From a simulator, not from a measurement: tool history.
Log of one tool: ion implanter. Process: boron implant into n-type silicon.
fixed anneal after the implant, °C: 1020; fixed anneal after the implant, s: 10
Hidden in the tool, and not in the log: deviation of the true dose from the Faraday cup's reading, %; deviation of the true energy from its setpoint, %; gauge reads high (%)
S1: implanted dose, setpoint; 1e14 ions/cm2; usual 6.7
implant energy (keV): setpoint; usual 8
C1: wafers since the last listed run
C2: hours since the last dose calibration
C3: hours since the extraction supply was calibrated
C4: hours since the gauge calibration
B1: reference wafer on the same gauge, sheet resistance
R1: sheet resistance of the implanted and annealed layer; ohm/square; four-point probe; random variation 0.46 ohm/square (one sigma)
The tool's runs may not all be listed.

run 1 hour=0 | S1=6.7 implant_energy_(keV)=8 | C1=0 C2=988 C3=6002.6 C4=175.9 | B1=175.17 | R1=179.62
run 2 hour=28 | S1=6.7 implant_energy_(keV)=8 | C1=536 C2=1016 C3=6030.6 C4=203.9 | B1=175.14 | R1=179.84
run 3 hour=48.1 | S1=6.7 implant_energy_(keV)=8 | C1=385 C2=1036.1 C3=6050.7 C4=224 | B1=175.15 | R1=178.89
run 4 hour=80.5 | S1=7.14 implant_energy_(keV)=8 | C1=620 C2=1068.5 C3=6083.1 C4=256.4 | B1=174.97 | R1=170.89
run 5 hour=98.5 | S1=7.14 implant_energy_(keV)=8 | C1=344 C2=1086.5 C3=6101.1 C4=274.4 | B1=175.06 | R1=171.39
run 6 hour=163.2 | S1=6.7 implant_energy_(keV)=8 | C1=1239 C2=1151.2 C3=6165.8 C4=339.1 | B1=174.89 | R1=179.3
run 7 hour=204 | S1=6.7 implant_energy_(keV)=8 | C1=781 C2=1192 C3=6206.6 C4=379.9 | B1=175.01 | R1=180.39
run 8 hour=223.9 | S1=6.7 implant_energy_(keV)=8 | C1=381 C2=1211.9 C3=6226.5 C4=399.8 | B1=174.86 | R1=180.16
-- hour=242.3 extraction supply calibrated
run 9 hour=255.9 | S1=6.7 implant_energy_(keV)=8 | C1=459 C2=1243.9 C3=13.6 C4=431.8 | B1=175.13 | R1=180.46
run 10 hour=302.1 | S1=6.7 implant_energy_(keV)=8 | C1=885 C2=1290.1 C3=59.8 C4=478 | B1=175.07 | R1=180.41
run 11 hour=335 | S1=6.7 implant_energy_(keV)=8 | C1=630 C2=1323 C3=92.7 C4=510.9 | B1=175.01 | R1=179.97
run 12 hour=358.4 | S1=6.7 implant_energy_(keV)=8 | C1=448 C2=1346.4 C3=116.1 C4=534.3 | B1=174.86 | R1=180.49
run 13 hour=383.2 | S1=6.7 implant_energy_(keV)=8 | C1=475 C2=1371.2 C3=140.9 C4=559.1 | B1=174.97 | R1=179.74
run 14 hour=473.5 | S1=6.7 implant_energy_(keV)=8 | C1=1730 C2=1461.5 C3=231.2 C4=649.4 | B1=174.97 | R1=180.89
-- hour=502 gauge calibrated
run 15 hour=505.7 | S1=5.44 implant_energy_(keV)=9 | C1=616 C2=1493.7 C3=263.4 C4=3.7 | B1=174.98 | R1=210.48
run 16 hour=525.3 | S1=7.95 implant_energy_(keV)=9 | C1=375 C2=1513.3 C3=283 C4=23.3 | B1=174.93 | R1=156.04
run 17 hour=543.5 | S1=7.93 implant_energy_(keV)=8 | C1=348 C2=1531.5 C3=301.2 C4=41.5 | B1=175.13 | R1=160
run 18 hour=571.9 | S1=5.57 implant_energy_(keV)=5.5 | C1=544 C2=1559.9 C3=329.6 C4=69.9 | B1=175.08 | R1=221.47
run 19 hour=604.8 | S1=8.48 implant_energy_(keV)=8 | C1=630 C2=1592.8 C3=362.5 C4=102.8 | B1=174.78 | R1=151.86
run 20 hour=625.4 | S1=6.7 implant_energy_(keV)=8 | C1=394 C2=1613.4 C3=383.1 C4=123.4 | B1=175.02 | R1=180.56
run 21 hour=651.6 | S1=7.47 implant_energy_(keV)=6.5 | C1=501 C2=1639.6 C3=409.3 C4=149.6 | B1=175.34 | R1=173.16
run 22 hour=683.3 | S1=6.7 implant_energy_(keV)=10.5 | C1=607 C2=1671.3 C3=441 C4=181.3 | B1=174.86 | R1=175.36
-- hour=695.2 Faraday cup replaced and dose calibrated
run 23 hour=709 | S1=6.15 implant_energy_(keV)=6 | C1=339 C2=13.8 C3=466.7 C4=207 | B1=174.94 | R1=197.75
run 24 hour=722.1 | S1=5.39 implant_energy_(keV)=9 | C1=250 C2=26.9 C3=479.8 C4=220.1 | B1=174.84 | R1=207.09
run 25 hour=751.5 | S1=6.7 implant_energy_(keV)=8 | C1=563 C2=56.3 C3=509.2 C4=249.5 | B1=175.03 | R1=176.85
run 26 hour=763.6 | S1=5.34 implant_energy_(keV)=10.5 | C1=231 C2=68.4 C3=521.3 C4=261.6 | B1=174.86 | R1=205.19
run 27 hour=808.4 | S1=5.81 implant_energy_(keV)=5.5 | C1=858 C2=113.2 C3=566.1 C4=306.4 | B1=175.2 | R1=210.28
run 28 hour=834 | S1=6.7 implant_energy_(keV)=8 | C1=490 C2=138.8 C3=591.7 C4=332 | B1=175.03 | R1=176.89
run 29 hour=862.8 | S1=5.42 implant_energy_(keV)=6 | C1=551 C2=167.6 C3=620.5 C4=360.8 | B1=174.8 | R1=217.26
run 30 hour=876.1 | S1=5.2 implant_energy_(keV)=5.5 | C1=254 C2=180.9 C3=633.8 C4=374.1 | B1=174.84 | R1=229.31
run 31 hour=889.3 | S1=8.26 implant_energy_(keV)=8 | C1=252 C2=194.1 C3=647 C4=387.3 | B1=175.25 | R1=152.4
run 32 hour=904.5 | S1=6.7 implant_energy_(keV)=8 | C1=291 C2=209.3 C3=662.2 C4=402.5 | B1=175.14 | R1=176.67
run 33 hour=921.3 | S1=5.13 implant_energy_(keV)=10 | C1=321 C2=226.1 C3=679 C4=419.3 | B1=175.27 | R1=213.82
run 34 hour=935.6 | S1=4.99 implant_energy_(keV)=5 | C1=273 C2=240.4 C3=693.3 C4=433.6 | B1=174.92 | R1=241
run 35 hour=956.2 | S1=6.7 implant_energy_(keV)=8 | C1=394 C2=261 C3=713.9 C4=454.2 | B1=175.04 | R1=176.87
run 36 hour=973.2 | S1=6.7 implant_energy_(keV)=5.5 | C1=325 C2=278 C3=730.9 C4=471.2 | B1=174.97 | R1=190.28

Forecast each of these 5 alternatives for the next run:
run A hour=973.6 | S1=6.7 implant_energy_(keV)=6 | C1=7 C2=278.4 C3=731.3 C4=471.6 | B1=? | R1=?
run B hour=973.6 | S1=5.96 implant_energy_(keV)=10 | C1=7 C2=278.4 C3=731.3 C4=471.6 | B1=? | R1=?
run C hour=973.6 | S1=8.64 implant_energy_(keV)=9.5 | C1=7 C2=278.4 C3=731.3 C4=471.6 | B1=? | R1=?
run D hour=973.6 | S1=5.97 implant_energy_(keV)=10 | C1=7 C2=278.4 C3=731.3 C4=471.6 | B1=? | R1=?
run E hour=973.6 | S1=4.88 implant_energy_(keV)=10.5 | C1=7 C2=278.4 C3=731.3 C4=471.6 | B1=? | R1=?

run=A B1=174.92 R1=186.64
run=B B1=174.92 R1=189.56
run=C B1=174.92 R1=142.71
run=D B1=174.92 R1=189.3
run=E B1=174.92 R1=223.07
Without the tool's hidden state the same runs would have given:
run=A R1=185.97
run=B R1=188.75
run=C R1=142.19
run=D R1=188.49
run=E R1=222.11
